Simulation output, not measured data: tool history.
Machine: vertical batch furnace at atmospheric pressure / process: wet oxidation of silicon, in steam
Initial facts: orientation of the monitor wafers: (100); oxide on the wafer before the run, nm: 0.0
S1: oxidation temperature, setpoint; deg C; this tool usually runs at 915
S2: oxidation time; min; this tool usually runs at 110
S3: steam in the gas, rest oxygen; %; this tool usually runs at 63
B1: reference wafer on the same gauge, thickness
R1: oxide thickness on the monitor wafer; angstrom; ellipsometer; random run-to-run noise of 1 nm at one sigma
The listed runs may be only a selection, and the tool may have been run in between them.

run 1 day=0 | S1=915 S2=110 S3=63 | B1=195.03 | R1=2312
run 2 day=3.017 | S1=915 S2=110 S3=63 | B1=194.87 | R1=2319.3
run 3 day=6.379 | S1=915 S2=110 S3=63 | B1=195.11 | R1=2311.9
run 4 day=10.762 | S1=915 S2=110 S3=63 | B1=194.92 | R1=2312.7
run 5 day=14.958 | S1=915 S2=110 S3=63 | B1=195.05 | R1=2309.6
run 6 day=17.225 | S1=915 S2=110 S3=63 | B1=195.06 | R1=2317.6
run 7 day=21.017 | S1=915 S2=110 S3=63 | B1=195.07 | R1=2302.8
run 8 day=23.15 | S1=915 S2=110 S3=63 | B1=194.96 | R1=2332.1
run 9 day=26.783 | S1=915 S2=146.5 S3=63 | B1=195.25 | R1=2969
run 10 day=29.754 | S1=915 S2=146.5 S3=63 | B1=195.11 | R1=2953.8
-- day=30.567 gauge calibrated
-- day=31.971 steam generator serviced
run 11 day=32.446 | S1=915 S2=146.5 S3=63 | B1=194.88 | R1=2957.8
run 12 day=36.088 | S1=915 S2=110 S3=63 | B1=195.24 | R1=2329.8

What will run 13 give?
run 13 day=40.338 | S1=905 S2=145.5 S3=63 | B1=? | R1=?

{"run 13": {"B1": 194.98, "R1": 2629.6}}
Without the tool's hidden state the same run would have given R1 2487.7 angstrom.

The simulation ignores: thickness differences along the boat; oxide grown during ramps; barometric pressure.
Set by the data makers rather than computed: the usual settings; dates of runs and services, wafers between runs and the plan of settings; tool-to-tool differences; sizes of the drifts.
